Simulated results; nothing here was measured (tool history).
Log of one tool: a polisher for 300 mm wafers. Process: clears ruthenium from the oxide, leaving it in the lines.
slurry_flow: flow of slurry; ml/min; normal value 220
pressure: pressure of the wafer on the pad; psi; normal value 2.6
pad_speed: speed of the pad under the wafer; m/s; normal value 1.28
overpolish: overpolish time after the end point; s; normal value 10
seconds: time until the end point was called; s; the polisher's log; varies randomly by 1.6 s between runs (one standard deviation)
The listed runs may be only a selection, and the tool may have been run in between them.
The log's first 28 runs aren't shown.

run	hour	slurry_flow	pressure	pad_speed	overpolish	incoming thickness of the incoming film, nm	seconds
# hour 2092.4: worn pad replaced by a new one
29	2108.5	285	2.2	1.28	10	171.1	97.8
30	2210	170	3.4	0.86	6	171.4	123.5
# hour 2215.7: slurry nozzle cleaned
31	2279.3	245	2.6	1.28	10	171.7	84.5
32	2365.3	275	2.6	1.28	10	168.4	82.2
33	2451.5	220	3	1.6	10	171.1	63.5
34	2493.2	220	2.6	1.28	10	168.3	90.2
35	2589.7	220	2.6	1.28	10	172.5	90.3
# hour 2629.7: head pressure recalibrated
36	2663.3	180	3	1.56	8	167.1	71

Alternative continuations, all from the tool just after run 36; predict every row:
A	2663.8	220	3.5	1.28	10	168.7	?
B	2663.8	250	2.6	1.28	10	168.7	?
C	2663.8	265	2	1.28	10	168.7	?
D	2663.8	170	2.9	1.28	10	168.7	?

run	seconds
A	72.7
B	87.3
C	102.3
D	88.7
Had the tool no hidden state, the same runs would have come out as:
run	seconds
A	67
B	81.3
C	95.6
D	79.7
